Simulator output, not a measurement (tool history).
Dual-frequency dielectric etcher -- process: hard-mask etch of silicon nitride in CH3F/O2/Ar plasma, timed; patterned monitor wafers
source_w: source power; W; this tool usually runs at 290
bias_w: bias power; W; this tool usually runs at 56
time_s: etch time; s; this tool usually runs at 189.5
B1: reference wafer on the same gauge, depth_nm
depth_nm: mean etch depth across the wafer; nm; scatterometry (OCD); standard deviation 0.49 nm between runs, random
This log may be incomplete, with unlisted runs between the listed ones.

Run 1, hour 0: usual settings but bias_w 62 W, time_s 146 s; B1 95.1. Result: depth_nm 79.5 nm.
Run 2, hour 48.7: usual settings but bias_w 62 W, time_s 146 s; B1 94.8. Result: depth_nm 80 nm.
Run 3, hour 80.7: usual settings; B1 94.7. Result: depth_nm 98.9 nm.
Run 4, hour 127.9: usual settings; B1 94.7. Result: depth_nm 98.8 nm.
Run 5, hour 192.9: usual settings; B1 94.4. Result: depth_nm 98.3 nm.
Run 6, hour 242.7: usual settings; B1 94.3. Result: depth_nm 99.7 nm.
At hour 273.7: bias power generator calibrated.
Run 7, hour 281.1: usual settings; B1 94.3. Result: depth_nm 98.5 nm.
Run 8, hour 308.3: usual settings; B1 94.2. Result: depth_nm 99 nm.
Run 9, hour 335.4: usual settings; B1 94.1. Result: depth_nm 98.7 nm.
Run 10, hour 402.5: usual settings; B1 93.9. Result: depth_nm 99.1 nm.
At hour 431.9: upper electrode replaced.
At hour 446.3: gauge calibrated.
At hour 464.2: wet clean of the chamber.
Run 11, hour 469: usual settings but source_w 240 W; B1 97.4. Result: depth_nm 96.6 nm.
Run 12, hour 540.4: usual settings but source_w 240 W; B1 97.2. Result: depth_nm 96.9 nm.
Run 13, hour 600.2: usual settings but source_w 230 W; B1 97.1. Result: depth_nm 94.7 nm.
At hour 619.2: source power generator calibrated.
Run 14, hour 671.6: usual settings but source_w 230 W, bias_w 68 W, time_s 149 s; B1 96.9. Result: depth_nm 81.7 nm.
Run 15, hour 724: usual settings but source_w 240 W; B1 96.9. Result: depth_nm 96.2 nm.
Run 16, hour 754.3: usual settings but source_w 350 W; B1 96.7. Result: depth_nm 108.1 nm.

What will run 17 give?
Run 17, hour 819.2: usual settings but bias_w 63 W, time_s 232 s; B1 ?. Result: depth_nm ?.

B1: 96.7
depth_nm: 130.3 nm
Minus the tool's unlogged condition, the same run would have read depth_nm 130.8 nm.
